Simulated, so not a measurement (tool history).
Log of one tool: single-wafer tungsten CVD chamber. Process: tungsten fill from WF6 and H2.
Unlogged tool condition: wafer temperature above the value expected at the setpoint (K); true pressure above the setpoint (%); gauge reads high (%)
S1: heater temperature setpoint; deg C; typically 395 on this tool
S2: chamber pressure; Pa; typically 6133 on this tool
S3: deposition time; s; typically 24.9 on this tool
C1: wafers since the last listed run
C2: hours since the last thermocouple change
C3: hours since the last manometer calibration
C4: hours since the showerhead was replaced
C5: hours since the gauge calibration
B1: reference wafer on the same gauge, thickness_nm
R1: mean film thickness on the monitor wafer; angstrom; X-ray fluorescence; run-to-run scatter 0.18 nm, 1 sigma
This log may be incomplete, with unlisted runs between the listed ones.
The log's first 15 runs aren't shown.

run     day   S1    S2    S3   C1      C2      C3     C4     C5      B1      R1
 16   9.604  398  6133  24.9  352    2368  1169.2   16.2   30.5   99.69   822.1
 17  10.229  398  6133  24.9  391    2383  1184.2   31.2   45.5   99.67  821.02
 18  10.838  395  6133  24.9  381  2397.6  1198.8   45.8   60.1  99.729  785.86
 19  11.862  395  6133  24.9  642  2422.2  1223.4   70.4   84.7  99.697  783.22
 20  12.321  395  6133  24.9  287  2433.2  1234.4   81.4   95.7  99.746  781.86
     12.796  -- capacitance manometer re-zeroed and calibrated
 21  12.883  395  6133  24.9  143  2446.7     2.1   94.9  109.2  99.656  782.58
     14.225  -- thermocouple changed; heater temperature recalibrated
 22  14.246  383  7186  21.5  645     0.5    34.8  127.6  141.9  99.715  572.12
 23  14.808  395  6133  24.9  352      14    48.3  141.1  155.4  99.658  737.76
 24  15.404  391  7106  28.5  373    28.3    62.6  155.4  169.7  99.744  866.33
 25  15.825  383  6133  24.9  263    38.4    72.7  165.5  179.8  99.712  596.24
 26  16.388  409  7479  21.3  352    51.9    86.2    179  193.3   99.64  897.31
 27   17.05  395  7573  24.9  415    67.8   102.1  194.9  209.2  99.707  838.18
 28  17.425  388  6133  26.4  235    76.8   111.1  203.9  218.2  99.704  690.55
 29  17.958  382  4613  28.5  334    89.6   123.9  216.7    231  99.708  543.14

Run 30 is up next; what results do you expect?
       18.7  -- thermocouple changed; heater temperature recalibrated, repeated, since the last time left the tool worse
 30  18.721  395  6133  24.9  269  0.5  142.2  235  249.3   ?   ?

B1: 99.712
R1: 836.23 angstrom
Without the tool's hidden state the same run would have given R1 835.41 angstrom.

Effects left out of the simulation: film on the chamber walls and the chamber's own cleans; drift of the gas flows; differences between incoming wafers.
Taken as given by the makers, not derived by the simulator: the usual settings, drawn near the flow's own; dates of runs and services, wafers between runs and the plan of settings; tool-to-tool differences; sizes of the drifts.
